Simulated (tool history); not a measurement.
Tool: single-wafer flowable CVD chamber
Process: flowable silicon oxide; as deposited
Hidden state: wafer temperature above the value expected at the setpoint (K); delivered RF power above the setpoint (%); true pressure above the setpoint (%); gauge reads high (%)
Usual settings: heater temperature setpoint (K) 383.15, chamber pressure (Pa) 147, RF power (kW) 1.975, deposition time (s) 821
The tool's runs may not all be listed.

| run | day | heater temperature setpoint (K) | chamber pressure (Pa) | RF power (kW) | deposition time (s) | wafers since the last listed run | hours since the last thermocouple change | hours since the last RF generator calibration | hours since the last manometer calibration | hours since the showerhead was replaced | hours since the gauge calibration | read-back reference wafer on the same gauge, thickness_nm | mean film thickness on the monitor wafer (Å) |
|---|---|---|---|---|---|---|---|---|---|---|---|---|---|
| 1 | 0.000 | 383.15 | 147 | 1.975 | 821 | 0 | 1812.4 | 795.5 | 1835.8 | 7499.9 | 1254.0 | 538.427 | 5332.98 |
|  | 4.529 | RF generator calibrated |
| 2 | 6.288 | 386.15 | 147 | 1.975 | 765 | 315 | 1963.3 | 42.2 | 1986.7 | 7650.8 | 1404.9 | 539.405 | 4496.70 |
| 3 | 9.929 | 383.15 | 147 | 1.975 | 821 | 192 | 2050.7 | 129.6 | 2074.1 | 7738.2 | 1492.3 | 538.527 | 5313.60 |
| 4 | 13.167 | 383.15 | 147 | 1.975 | 821 | 171 | 2128.4 | 207.3 | 2151.8 | 7815.9 | 1570.0 | 537.477 | 5338.88 |
| 5 | 16.162 | 383.15 | 147 | 1.975 | 821 | 158 | 2200.3 | 279.2 | 2223.7 | 7887.8 | 1641.9 | 536.927 | 5367.90 |
|  | 18.662 | gauge calibrated |
| 6 | 19.408 | 383.15 | 147 | 1.975 | 821 | 171 | 2278.2 | 357.1 | 2301.6 | 7965.7 | 17.9 | 538.307 | 5294.73 |
|  | 21.492 | thermocouple changed; heater temperature recalibrated |
| 7 | 22.704 | 383.15 | 147 | 1.975 | 821 | 156 | 29.1 | 436.2 | 2380.7 | 8044.8 | 97.0 | 538.268 | 5288.91 |
| 8 | 25.233 | 383.15 | 147 | 1.975 | 821 | 133 | 89.8 | 496.9 | 2441.4 | 8105.5 | 157.7 | 539.417 | 5311.67 |
| 9 | 29.421 | 383.15 | 147 | 2.125 | 821 | 221 | 190.3 | 597.4 | 2541.9 | 8206.0 | 258.2 | 537.173 | 5368.56 |
|  | 30.333 | capacitance manometer re-zeroed and calibrated |
| 10 | 32.429 | 387.15 | 179 | 1.975 | 888 | 141 | 262.5 | 669.6 | 50.3 | 8278.2 | 330.4 | 539.182 | 6317.35 |
| 11 | 35.225 | 383.15 | 147 | 1.975 | 821 | 148 | 329.6 | 736.7 | 117.4 | 8345.3 | 397.5 | 538.050 | 5592.30 |
| 12 | 36.800 | 393.15 | 147 | 1.975 | 768 | 83 | 367.4 | 774.5 | 155.2 | 8383.1 | 435.3 | 537.302 | 3704.89 |
| 13 | 39.800 | 383.15 | 147 | 1.975 | 821 | 158 | 439.4 | 846.5 | 227.2 | 8455.1 | 507.3 | 537.680 | 5573.57 |
| 14 | 41.408 | 383.15 | 147 | 1.975 | 867 | 85 | 478.0 | 885.1 | 265.8 | 8493.7 | 545.9 | 539.012 | 5896.04 |
|  | 41.900 | showerhead replaced |
| 15 | 44.017 | 383.15 | 147 | 1.975 | 821 | 120 | 540.6 | 947.7 | 328.4 | 50.8 | 608.5 | 537.854 | 5561.25 |
| 16 | 47.696 | 383.15 | 181 | 1.745 | 821 | 194 | 628.9 | 1036.0 | 416.7 | 139.1 | 696.8 | 537.924 | 6564.69 |
| 17 | 49.596 | 383.15 | 147 | 1.975 | 821 | 100 | 674.5 | 1081.6 | 462.3 | 184.7 | 742.4 | 538.736 | 5521.39 |
|  | 51.533 | RF generator calibrated |
| 18 | 53.933 | 383.15 | 180 | 2.130 | 821 | 212 | 778.6 | 57.6 | 566.4 | 288.8 | 846.5 | 537.351 | 6711.13 |
| 19 | 55.775 | 387.15 | 147 | 1.770 | 973 | 97 | 822.8 | 101.8 | 610.6 | 333.0 | 890.7 | 538.385 | 5530.34 |
| 20 | 58.738 | 377.15 | 147 | 1.760 | 768 | 156 | 893.9 | 172.9 | 681.7 | 404.1 | 961.8 | 538.966 | 6308.71 |
| 21 | 62.092 | 383.15 | 147 | 1.730 | 950 | 177 | 974.4 | 253.4 | 762.2 | 484.6 | 1042.3 | 537.761 | 6192.54 |
| 22 | 63.825 | 377.15 | 147 | 1.760 | 768 | 91 | 1016.0 | 295.0 | 803.8 | 526.2 | 1083.9 | 537.595 | 6284.27 |
| 23 | 67.996 | 383.15 | 147 | 1.975 | 969 | 220 | 1116.1 | 395.1 | 903.9 | 626.3 | 1184.0 | 538.873 | 6430.01 |
| 24 | 70.679 | 370.15 | 157 | 1.725 | 821 | 142 | 1180.5 | 459.5 | 968.3 | 690.7 | 1248.4 | 538.776 | 9310.74 |
| 25 | 73.012 | 389.15 | 147 | 1.975 | 821 | 123 | 1236.5 | 515.5 | 1024.3 | 746.7 | 1304.4 | 538.048 | 4365.36 |
| 26 | 75.117 | 383.15 | 115 | 1.975 | 821 | 111 | 1287.0 | 566.0 | 1074.8 | 797.2 | 1354.9 | 537.696 | 4204.04 |
| 27 | 78.362 | 375.15 | 147 | 2.340 | 821 | 171 | 1364.9 | 643.9 | 1152.7 | 875.1 | 1432.8 | 537.518 | 7379.44 |

5 ways to go on from here, each from the tool as it stands after run 27. What would each give?
| A | 78.388 | 383.15 | 147 | 1.975 | 821 | 1 | 1365.5 | 644.5 | 1153.3 | 875.7 | 1433.4 | ? | ? |
| B | 78.388 | 383.15 | 168 | 1.975 | 821 | 1 | 1365.5 | 644.5 | 1153.3 | 875.7 | 1433.4 | ? | ? |
| C | 78.388 | 393.15 | 147 | 1.975 | 671 | 1 | 1365.5 | 644.5 | 1153.3 | 875.7 | 1433.4 | ? | ? |
| D | 78.388 | 383.15 | 123 | 2.130 | 738 | 1 | 1365.5 | 644.5 | 1153.3 | 875.7 | 1433.4 | ? | ? |
| E | 78.388 | 388.15 | 167 | 1.975 | 821 | 1 | 1365.5 | 644.5 | 1153.3 | 875.7 | 1433.4 | ? | ? |

| run | read-back reference wafer on the same gauge, thickness_nm | mean film thickness on the monitor wafer (Å) |
|---|---|---|
| A | 538.307 | 5395.37 |
| B | 538.307 | 6124.62 |
| C | 538.307 | 3118.69 |
| D | 538.307 | 4105.87 |
| E | 538.307 | 5089.10 |
Without the tool's hidden state the same runs would have given:
| run | mean film thickness on the monitor wafer (Å) |
|---|---|
| A | 5658.76 |
| B | 6423.61 |
| C | 3270.94 |
| D | 4325.63 |
| E | 5337.55 |

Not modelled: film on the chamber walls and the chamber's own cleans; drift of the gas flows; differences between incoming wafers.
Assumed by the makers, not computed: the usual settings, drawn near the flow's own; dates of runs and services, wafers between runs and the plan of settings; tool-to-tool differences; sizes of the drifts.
